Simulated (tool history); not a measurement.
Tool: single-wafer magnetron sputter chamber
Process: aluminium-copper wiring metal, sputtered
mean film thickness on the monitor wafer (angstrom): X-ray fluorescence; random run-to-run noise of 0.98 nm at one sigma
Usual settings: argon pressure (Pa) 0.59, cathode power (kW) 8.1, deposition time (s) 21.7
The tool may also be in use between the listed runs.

| run | day | argon pressure (Pa) | cathode power (kW) | deposition time (s) | read-back reference wafer on the same gauge, thickness_nm | mean film thickness on the monitor wafer (angstrom) |
|---|---|---|---|---|---|---|
| 1 | 0 | 0.476 | 8.1 | 21.7 | 262.667 | 3005.5 |
| 2 | 0.471 | 0.59 | 8.1 | 21.7 | 263.046 | 2800.84 |
| 3 | 0.762 | 0.59 | 8.1 | 21.7 | 263.224 | 2785.68 |
| 4 | 1.333 | 0.59 | 8.1 | 20.6 | 262.849 | 2659.26 |
| 5 | 1.871 | 0.523 | 8.1 | 21.7 | 262.797 | 2878.97 |
| 6 | 2.2 | 0.523 | 8.1 | 21.7 | 263.175 | 2874.13 |
|  | 2.533 | gauge calibrated |
| 7 | 2.854 | 0.523 | 8.1 | 21.7 | 262.801 | 2896.1 |
| 8 | 3.396 | 0.59 | 6.8 | 21.7 | 262.982 | 2410.36 |
| 9 | 3.896 | 0.59 | 8.1 | 21.7 | 263.274 | 2761.91 |
|  | 4.6 | sputter target and shields replaced |
| 10 | 4.621 | 0.396 | 7.2 | 21.7 | 262.949 | 2910.12 |
|  | 4.962 | magnet pack replaced |
|  | 5.967 | capacitance manometer re-zeroed and calibrated |
| 11 | 5.988 | 0.59 | 8.1 | 18.6 | 263.203 | 2385.82 |
| 12 | 6.304 | 0.452 | 9.35 | 21.7 | 262.735 | 3400.63 |
|  | 6.696 | gauge calibrated |
| 13 | 7.283 | 0.382 | 6.55 | 21.7 | 263.219 | 2643.99 |
| 14 | 7.879 | 0.79 | 8.1 | 21.7 | 263.209 | 2488.58 |
| 15 | 8.275 | 0.464 | 8.1 | 23.6 | 262.831 | 3223.65 |
|  | 8.925 | sputter target and shields replaced |
| 16 | 9.021 | 0.389 | 8.1 | 21.7 | 262.624 | 3176.5 |

State the hidden condition of the tool at each of the runs:
true argon pressure above the setpoint (%): 0 at every run
gauge reads high (%): 0 at every run
H1: deposition rate above that of a new target (%)
| run | H1 |
|---|---|
| 1 | -1.39 |
| 2 | -1.96 |
| 3 | -2.24 |
| 4 | -2.65 |
| 5 | -2.93 |
| 6 | -3.06 |
| 7 | -3.25 |
| 8 | -3.36 |
| 9 | -3.43 |
| 10 | -0.287 |
| 11 | -2.29 |
| 12 | -2.56 |
| 13 | -3.12 |
| 14 | -3.33 |
| 15 | -3.43 |
| 16 | -0.319 |
